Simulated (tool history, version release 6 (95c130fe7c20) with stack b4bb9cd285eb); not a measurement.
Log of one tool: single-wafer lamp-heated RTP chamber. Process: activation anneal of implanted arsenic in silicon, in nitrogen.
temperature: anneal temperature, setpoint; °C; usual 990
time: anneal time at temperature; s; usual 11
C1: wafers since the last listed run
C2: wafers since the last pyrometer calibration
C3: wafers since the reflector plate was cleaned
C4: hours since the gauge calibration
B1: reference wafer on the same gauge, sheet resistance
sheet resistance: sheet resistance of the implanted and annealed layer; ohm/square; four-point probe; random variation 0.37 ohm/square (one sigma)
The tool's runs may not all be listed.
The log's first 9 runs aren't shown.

{"run": 10, "day": 5.671, "temperature": 990, "time": 13, "C1": 296, "C2": 4558, "C3": 8050, "C4": 220.7, "B1": 130.09, "sheet resistance": 117.61}
{"run": 11, "day": 6.133, "temperature": 990, "time": 13, "C1": 189, "C2": 4747, "C3": 8239, "C4": 231.8, "B1": 129.99, "sheet resistance": 117.85}
{"run": 12, "day": 6.65, "temperature": 990, "time": 13, "C1": 211, "C2": 4958, "C3": 8450, "C4": 244.2, "B1": 130.01, "sheet resistance": 118.5}
{"run": 13, "day": 7.096, "temperature": 990, "time": 15, "C1": 182, "C2": 5141, "C3": 8632, "C4": 254.9, "B1": 129.98, "sheet resistance": 116.82}
{"day": 7.217, "done": "gauge calibrated"}
{"run": 14, "day": 7.488, "temperature": 990, "time": 15, "C1": 160, "C2": 5301, "C3": 8792, "C4": 6.5, "B1": 130.02, "sheet resistance": 116.58}
{"run": 15, "day": 8.15, "temperature": 990, "time": 15, "C1": 270, "C2": 5572, "C3": 9063, "C4": 22.4, "B1": 130.03, "sheet resistance": 117.03}
{"run": 16, "day": 8.754, "temperature": 1010, "time": 11, "C1": 246, "C2": 5819, "C3": 9310, "C4": 36.9, "B1": 129.93, "sheet resistance": 114.46}
{"run": 17, "day": 9.5, "temperature": 968, "time": 8, "C1": 304, "C2": 6124, "C3": 9615, "C4": 54.8, "B1": 130.01, "sheet resistance": 129.81}
{"day": 10.058, "done": "reflector plate cleaned"}
{"run": 18, "day": 10.096, "temperature": 1001, "time": 7, "C1": 107, "C2": 6231, "C3": 15, "C4": 69.1, "B1": 130.01, "sheet resistance": 120.15}
{"run": 19, "day": 10.792, "temperature": 1019, "time": 6, "C1": 284, "C2": 6515, "C3": 299, "C4": 85.8, "B1": 129.96, "sheet resistance": 116.46}
{"run": 20, "day": 11.046, "temperature": 990, "time": 11, "C1": 103, "C2": 6619, "C3": 403, "C4": 91.9, "B1": 130.04, "sheet resistance": 118.31}
{"run": 21, "day": 11.425, "temperature": 990, "time": 6, "C1": 155, "C2": 6774, "C3": 558, "C4": 101, "B1": 129.91, "sheet resistance": 123.76}
{"run": 22, "day": 11.808, "temperature": 990, "time": 11, "C1": 156, "C2": 6931, "C3": 715, "C4": 110.2, "B1": 130.03, "sheet resistance": 118.28}
{"day": 12.425, "done": "reflector plate cleaned, repeated, since the last time left the tool worse"}
{"run": 23, "day": 12.446, "temperature": 1011, "time": 7, "C1": 124, "C2": 7055, "C3": 8, "C4": 125.5, "B1": 129.99, "sheet resistance": 119.55}
{"run": 24, "day": 12.783, "temperature": 1006, "time": 15, "C1": 137, "C2": 7193, "C3": 146, "C4": 133.6, "B1": 129.99, "sheet resistance": 113.77}
{"day": 14.471, "done": "pyrometer window cleaned and pyrometer calibrated"}
{"run": 25, "day": 14.992, "temperature": 973, "time": 5, "C1": 766, "C2": 212, "C3": 912, "C4": 186.6, "B1": 129.99, "sheet resistance": 133.26}
{"run": 26, "day": 15.254, "temperature": 960, "time": 14, "C1": 107, "C2": 320, "C3": 1019, "C4": 192.9, "B1": 130.03, "sheet resistance": 129.86}
{"run": 27, "day": 15.521, "temperature": 990, "time": 11, "C1": 109, "C2": 429, "C3": 1128, "C4": 199.3, "B1": 129.92, "sheet resistance": 120.42}
{"run": 28, "day": 16.088, "temperature": 1007, "time": 4, "C1": 231, "C2": 660, "C3": 1360, "C4": 212.9, "B1": 129.99, "sheet resistance": 125.13}
{"run": 29, "day": 16.642, "temperature": 1011, "time": 6, "C1": 226, "C2": 887, "C3": 1587, "C4": 226.2, "B1": 130.08, "sheet resistance": 120.73}
{"run": 30, "day": 17.258, "temperature": 990, "time": 16, "C1": 252, "C2": 1139, "C3": 1839, "C4": 241, "B1": 130.08, "sheet resistance": 117.1}
{"run": 31, "day": 17.733, "temperature": 990, "time": 11, "C1": 194, "C2": 1333, "C3": 2033, "C4": 252.4, "B1": 129.92, "sheet resistance": 120.63}
{"run": 32, "day": 18.254, "temperature": 990, "time": 11, "C1": 212, "C2": 1546, "C3": 2246, "C4": 264.9, "B1": 130.13, "sheet resistance": 121.13}
{"day": 18.308, "done": "gauge calibrated"}
{"run": 33, "day": 18.788, "temperature": 1003, "time": 5, "C1": 218, "C2": 1764, "C3": 2464, "C4": 11.5, "B1": 130.01, "sheet resistance": 125.02}

Forecast each of these 3 alternatives for the next run:
{"run": "A", "day": 18.804, "temperature": 990, "time": 11, "C1": 6, "C2": 1771, "C3": 2471, "C4": 11.9, "B1": "?", "sheet resistance": "?"}
{"run": "B", "day": 18.804, "temperature": 1007, "time": 8, "C1": 6, "C2": 1771, "C3": 2471, "C4": 11.9, "B1": "?", "sheet resistance": "?"}
{"run": "C", "day": 18.804, "temperature": 978, "time": 17, "C1": 6, "C2": 1771, "C3": 2471, "C4": 11.9, "B1": "?", "sheet resistance": "?"}

run=A B1=130 sheet_resistance=120.56
run=B B1=130 sheet_resistance=118.85
run=C B1=130 sheet_resistance=120.34
Without the tool's hidden state the same runs would have given:
run=A sheet_resistance=121.31
run=B sheet_resistance=119.5
run=C sheet_resistance=121.18
